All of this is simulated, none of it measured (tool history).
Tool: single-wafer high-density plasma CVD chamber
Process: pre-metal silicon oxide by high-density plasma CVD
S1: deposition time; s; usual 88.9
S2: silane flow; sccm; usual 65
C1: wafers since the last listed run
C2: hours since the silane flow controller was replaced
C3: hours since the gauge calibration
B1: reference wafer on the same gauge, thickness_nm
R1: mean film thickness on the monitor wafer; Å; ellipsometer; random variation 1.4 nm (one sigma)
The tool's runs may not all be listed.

run 1 hour=0.0 | S1=88.9 S2=65 | C1=0 C2=4897.3 C3=628.1 | B1=445.755 | R1=5718.84
run 2 hour=15.8 | S1=88.9 S2=65 | C1=307 C2=4913.1 C3=643.9 | B1=445.932 | R1=5710.91
run 3 hour=45.9 | S1=88.9 S2=65 | C1=585 C2=4943.2 C3=674.0 | B1=446.290 | R1=5724.38
run 4 hour=69.9 | S1=88.9 S2=65 | C1=466 C2=4967.2 C3=698.0 | B1=446.036 | R1=5709.04
run 5 hour=85.6 | S1=81.6 S2=60 | C1=305 C2=4982.9 C3=713.7 | B1=445.676 | R1=4959.27
run 6 hour=102.3 | S1=81.6 S2=60 | C1=324 C2=4999.6 C3=730.4 | B1=445.914 | R1=4915.53
run 7 hour=123.4 | S1=97.5 S2=65 | C1=410 C2=5020.7 C3=751.5 | B1=446.433 | R1=6250.75
run 8 hour=138.0 | S1=97.5 S2=65 | C1=283 C2=5035.3 C3=766.1 | B1=446.122 | R1=6277.93
run 9 hour=160.7 | S1=97.5 S2=65 | C1=441 C2=5058.0 C3=788.8 | B1=446.246 | R1=6289.27
run 10 hour=196.2 | S1=76.9 S2=65 | C1=690 C2=5093.5 C3=824.3 | B1=446.282 | R1=4947.97
run 11 hour=219.1 | S1=76.9 S2=65 | C1=445 C2=5116.4 C3=847.2 | B1=445.944 | R1=4946.49
run 12 hour=245.9 | S1=88.9 S2=65 | C1=521 C2=5143.2 C3=874.0 | B1=446.171 | R1=5733.07
run 13 hour=267.7 | S1=88.9 S2=65 | C1=423 C2=5165.0 C3=895.8 | B1=445.934 | R1=5727.72
run 14 hour=297.6 | S1=88.9 S2=65 | C1=581 C2=5194.9 C3=925.7 | B1=446.127 | R1=5736.50
run 15 hour=321.8 | S1=88.9 S2=65 | C1=470 C2=5219.1 C3=949.9 | B1=446.030 | R1=5715.64
run 16 hour=357.8 | S1=88.9 S2=65 | C1=700 C2=5255.1 C3=985.9 | B1=446.373 | R1=5748.66
run 17 hour=385.9 | S1=88.9 S2=65 | C1=546 C2=5283.2 C3=1014.0 | B1=445.493 | R1=5735.36
-- hour=403.2 gauge calibrated
run 18 hour=417.8 | S1=88.9 S2=65 | C1=620 C2=5315.1 C3=14.6 | B1=446.689 | R1=5744.23
-- hour=440.9 silane flow controller replaced
run 19 hour=441.4 | S1=88.9 S2=65 | C1=303 C2=0.5 C3=38.2 | B1=446.107 | R1=5387.87
run 20 hour=455.3 | S1=88.9 S2=65 | C1=270 C2=14.4 C3=52.1 | B1=445.813 | R1=5407.64
run 21 hour=540.2 | S1=88.9 S2=65 | C1=1650 C2=99.3 C3=137.0 | B1=445.636 | R1=5404.69
run 22 hour=563.9 | S1=88.9 S2=61 | C1=460 C2=123.0 C3=160.7 | B1=445.942 | R1=5162.63
run 23 hour=589.6 | S1=82.6 S2=74 | C1=499 C2=148.7 C3=186.4 | B1=445.984 | R1=5553.26
run 24 hour=602.6 | S1=88.9 S2=54 | C1=252 C2=161.7 C3=199.4 | B1=445.658 | R1=4705.82
run 25 hour=623.1 | S1=95.9 S2=75 | C1=398 C2=182.2 C3=219.9 | B1=446.224 | R1=6498.34
run 26 hour=644.6 | S1=77.6 S2=61 | C1=418 C2=203.7 C3=241.4 | B1=445.882 | R1=4481.71
run 27 hour=673.2 | S1=88.9 S2=65 | C1=556 C2=232.3 C3=270.0 | B1=446.121 | R1=5398.53
run 28 hour=694.8 | S1=104.7 S2=65 | C1=420 C2=253.9 C3=291.6 | B1=445.936 | R1=6341.05
run 29 hour=724.2 | S1=82.8 S2=65 | C1=571 C2=283.3 C3=321.0 | B1=445.856 | R1=5026.57
run 30 hour=752.9 | S1=97.5 S2=65 | C1=558 C2=312.0 C3=349.7 | B1=445.704 | R1=5938.38
run 31 hour=786.1 | S1=74.2 S2=61 | C1=645 C2=345.2 C3=382.9 | B1=445.988 | R1=4305.42
run 32 hour=819.8 | S1=88.9 S2=65 | C1=655 C2=378.9 C3=416.6 | B1=445.637 | R1=5428.64
run 33 hour=854.0 | S1=104.7 S2=77 | C1=665 C2=413.1 C3=450.8 | B1=445.883 | R1=7229.41
run 34 hour=879.5 | S1=93.9 S2=58 | C1=495 C2=438.6 C3=476.3 | B1=445.796 | R1=5259.98
run 35 hour=906.1 | S1=88.9 S2=65 | C1=517 C2=465.2 C3=502.9 | B1=446.654 | R1=5418.65
run 36 hour=934.4 | S1=88.9 S2=59 | C1=550 C2=493.5 C3=531.2 | B1=445.977 | R1=5031.65
run 37 hour=952.1 | S1=71.6 S2=72 | C1=344 C2=511.2 C3=548.9 | B1=445.967 | R1=4690.23
run 38 hour=977.5 | S1=100.8 S2=60 | C1=493 C2=536.6 C3=574.3 | B1=446.133 | R1=5781.14
run 39 hour=1010.8 | S1=98.7 S2=59 | C1=647 C2=569.9 C3=607.6 | B1=446.133 | R1=5592.44
run 40 hour=1043.7 | S1=77.1 S2=74 | C1=639 C2=602.8 C3=640.5 | B1=445.926 | R1=5188.80
run 41 hour=1062.7 | S1=103.8 S2=58 | C1=369 C2=621.8 C3=659.5 | B1=445.703 | R1=5823.69
run 42 hour=1081.2 | S1=95.7 S2=65 | C1=359 C2=640.3 C3=678.0 | B1=446.429 | R1=5818.89
run 43 hour=1111.2 | S1=78.0 S2=77 | C1=583 C2=670.3 C3=708.0 | B1=446.065 | R1=5399.88
run 44 hour=1127.9 | S1=88.9 S2=70 | C1=324 C2=687.0 C3=724.7 | B1=446.020 | R1=5720.94
run 45 hour=1162.7 | S1=97.8 S2=65 | C1=676 C2=721.8 C3=759.5 | B1=446.193 | R1=5971.71

Hidden state at the last listed run before each entry between runs and at the first one after, where it differs:
Between runs 17 and 18: gauge calibrated (hour 403.2)
  delivered silane flow above the setpoint (%): 7.76 -> 7.86
  measured less the result without the state, R1: +310.17 -> +314.20 Å
Between runs 18 and 19: silane flow controller replaced (hour 440.9)
  delivered silane flow above the setpoint (%): 7.86 -> -0.722
  measured less the result without the state, R1: +314.20 -> -28.80 Å

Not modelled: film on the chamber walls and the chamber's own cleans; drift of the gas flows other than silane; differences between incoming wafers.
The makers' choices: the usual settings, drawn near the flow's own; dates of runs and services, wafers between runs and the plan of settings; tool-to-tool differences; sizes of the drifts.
